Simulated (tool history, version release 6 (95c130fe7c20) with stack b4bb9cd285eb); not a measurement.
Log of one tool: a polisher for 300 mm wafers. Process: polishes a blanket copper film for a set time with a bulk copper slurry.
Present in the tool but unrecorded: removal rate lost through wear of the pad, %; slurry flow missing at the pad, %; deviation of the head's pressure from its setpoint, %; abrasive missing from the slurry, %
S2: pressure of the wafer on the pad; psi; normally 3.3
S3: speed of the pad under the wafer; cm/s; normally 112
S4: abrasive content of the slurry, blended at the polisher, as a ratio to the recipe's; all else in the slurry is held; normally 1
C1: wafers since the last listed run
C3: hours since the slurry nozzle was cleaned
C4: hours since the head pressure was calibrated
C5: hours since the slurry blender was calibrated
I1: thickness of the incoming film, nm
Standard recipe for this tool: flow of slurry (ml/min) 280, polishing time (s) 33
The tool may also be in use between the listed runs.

{"run": 1, "hour": 0.0, "flow of slurry (ml/min)": 280, "S2": 3.3, "S3": 112, "S4": 1, "polishing time (s)": 33, "C1": 0, "wafers polished on this pad": 137, "C3": 549, "C4": 246.1, "C5": 24.6, "I1": 3877.7, "film removed (angstrom)": 3897}
{"run": 2, "hour": 15.8, "flow of slurry (ml/min)": 280, "S2": 3.3, "S3": 112, "S4": 1, "polishing time (s)": 33, "C1": 251, "wafers polished on this pad": 389, "C3": 564.8, "C4": 261.9, "C5": 40.4, "I1": 3828.3, "film removed (angstrom)": 3953}
{"run": 3, "hour": 36.6, "flow of slurry (ml/min)": 280, "S2": 3.3, "S3": 112, "S4": 1, "polishing time (s)": 33, "C1": 331, "wafers polished on this pad": 721, "C3": 585.6, "C4": 282.7, "C5": 61.2, "I1": 3838.5, "film removed (angstrom)": 3968}
{"run": 4, "hour": 50.3, "flow of slurry (ml/min)": 280, "S2": 3.3, "S3": 112, "S4": 1, "polishing time (s)": 33, "C1": 218, "wafers polished on this pad": 939, "C3": 599.3, "C4": 296.4, "C5": 74.9, "I1": 3870.5, "film removed (angstrom)": 3895}
{"hour": 63.8, "done": "worn pad replaced by a new one"}
{"run": 5, "hour": 69.0, "flow of slurry (ml/min)": 280, "S2": 3.3, "S3": 112, "S4": 1, "polishing time (s)": 33, "C1": 234, "wafers polished on this pad": 82, "C3": 618, "C4": 315.1, "C5": 93.6, "I1": 3837.3, "film removed (angstrom)": 4104}
{"run": 6, "hour": 95.2, "flow of slurry (ml/min)": 280, "S2": 3.3, "S3": 112, "S4": 1, "polishing time (s)": 33, "C1": 417, "wafers polished on this pad": 500, "C3": 644.2, "C4": 341.3, "C5": 119.8, "I1": 3842.9, "film removed (angstrom)": 3936}
{"hour": 100.3, "done": "slurry blender recalibrated"}
{"run": 7, "hour": 114.4, "flow of slurry (ml/min)": 280, "S2": 3.3, "S3": 112, "S4": 1, "polishing time (s)": 33, "C1": 274, "wafers polished on this pad": 774, "C3": 663.4, "C4": 360.5, "C5": 14.1, "I1": 3847, "film removed (angstrom)": 3874}
{"hour": 143.4, "done": "worn pad replaced by a new one"}
{"hour": 143.7, "done": "slurry nozzle cleaned"}
{"run": 8, "hour": 144.2, "flow of slurry (ml/min)": 280, "S2": 3.3, "S3": 112, "S4": 1, "polishing time (s)": 33, "C1": 406, "wafers polished on this pad": 7, "C3": 0.5, "C4": 390.3, "C5": 43.9, "I1": 3875.7, "film removed (angstrom)": 4059}
{"run": 9, "hour": 176.7, "flow of slurry (ml/min)": 280, "S2": 2.8, "S3": 112, "S4": 1, "polishing time (s)": 33, "C1": 518, "wafers polished on this pad": 525, "C3": 33, "C4": 422.8, "C5": 76.4, "I1": 3861.1, "film removed (angstrom)": 3278}
{"run": 10, "hour": 191.7, "flow of slurry (ml/min)": 280, "S2": 3.3, "S3": 112, "S4": 1, "polishing time (s)": 33, "C1": 239, "wafers polished on this pad": 765, "C3": 48, "C4": 437.8, "C5": 91.4, "I1": 3885.1, "film removed (angstrom)": 3841}
{"hour": 202.3, "done": "head pressure recalibrated"}
{"hour": 213.3, "done": "slurry blender recalibrated"}
{"run": 11, "hour": 223.1, "flow of slurry (ml/min)": 235, "S2": 2.9, "S3": 112, "S4": 1, "polishing time (s)": 37, "C1": 436, "wafers polished on this pad": 1202, "C3": 79.4, "C4": 20.8, "C5": 9.8, "I1": 3776.9, "film removed (angstrom)": 3671}
{"hour": 230.6, "done": "worn pad replaced by a new one"}
{"run": 12, "hour": 257.5, "flow of slurry (ml/min)": 280, "S2": 2.7, "S3": 140, "S4": 1.2, "polishing time (s)": 25, "C1": 484, "wafers polished on this pad": 429, "C3": 113.8, "C4": 55.2, "C5": 44.2, "I1": 3881.6, "film removed (angstrom)": 3206}
{"run": 13, "hour": 285.3, "flow of slurry (ml/min)": 235, "S2": 3.3, "S3": 90, "S4": 1, "polishing time (s)": 29, "C1": 443, "wafers polished on this pad": 872, "C3": 141.6, "C4": 83, "C5": 72, "I1": 3881.3, "film removed (angstrom)": 2698}
{"hour": 320.8, "done": "worn pad replaced by a new one"}
{"hour": 322.5, "done": "slurry blender recalibrated"}
{"run": 14, "hour": 323.0, "flow of slurry (ml/min)": 280, "S2": 3.3, "S3": 112, "S4": 1, "polishing time (s)": 33, "C1": 510, "wafers polished on this pad": 8, "C3": 179.3, "C4": 120.7, "C5": 0.5, "I1": 3909.1, "film removed (angstrom)": 3892}
{"run": 15, "hour": 349.0, "flow of slurry (ml/min)": 340, "S2": 3.3, "S3": 112, "S4": 1, "polishing time (s)": 33, "C1": 414, "wafers polished on this pad": 423, "C3": 205.3, "C4": 146.7, "C5": 26.5, "I1": 3909.7, "film removed (angstrom)": 4064}
{"run": 16, "hour": 364.1, "flow of slurry (ml/min)": 210, "S2": 3.8, "S3": 112, "S4": 1.3, "polishing time (s)": 33, "C1": 240, "wafers polished on this pad": 664, "C3": 220.4, "C4": 161.8, "C5": 41.6, "I1": 3788.8, "film removed (angstrom)": 4664}
{"run": 17, "hour": 386.8, "flow of slurry (ml/min)": 365, "S2": 2.4, "S3": 134, "S4": 1, "polishing time (s)": 33, "C1": 362, "wafers polished on this pad": 1026, "C3": 243.1, "C4": 184.5, "C5": 64.3, "I1": 3792.9, "film removed (angstrom)": 3308}
{"hour": 411.0, "done": "worn pad replaced by a new one"}
{"run": 18, "hour": 411.5, "flow of slurry (ml/min)": 280, "S2": 3.3, "S3": 102, "S4": 1.15, "polishing time (s)": 41, "C1": 330, "wafers polished on this pad": 7, "C3": 267.8, "C4": 209.2, "C5": 89, "I1": 3824.1, "film removed (angstrom)": 4744}

3 options for the next run, each taken on its own from the tool as it stands now. Forecast them:
{"run": "A", "hour": 411.9, "flow of slurry (ml/min)": 230, "S2": 3.3, "S3": 112, "S4": 1, "polishing time (s)": 33, "C1": 6, "wafers polished on this pad": 14, "C3": 268.2, "C4": 209.6, "C5": 89.4, "I1": 3805.6, "film removed (angstrom)": "?"}
{"run": "B", "hour": 411.9, "flow of slurry (ml/min)": 280, "S2": 3.3, "S3": 74, "S4": 0.8, "polishing time (s)": 43, "C1": 6, "wafers polished on this pad": 14, "C3": 268.2, "C4": 209.6, "C5": 89.4, "I1": 3805.6, "film removed (angstrom)": "?"}
{"run": "C", "hour": 411.9, "flow of slurry (ml/min)": 345, "S2": 3.3, "S3": 112, "S4": 1.1, "polishing time (s)": 26, "C1": 6, "wafers polished on this pad": 14, "C3": 268.2, "C4": 209.6, "C5": 89.4, "I1": 3805.6, "film removed (angstrom)": "?"}

run=A film_removed_(angstrom)=3970
run=B film_removed_(angstrom)=3244
run=C film_removed_(angstrom)=3320
Stripped of hidden state, with their random variation kept, the same runs would have yielded:
run=A film_removed_(angstrom)=3982
run=B film_removed_(angstrom)=3254
run=C film_removed_(angstrom)=3330
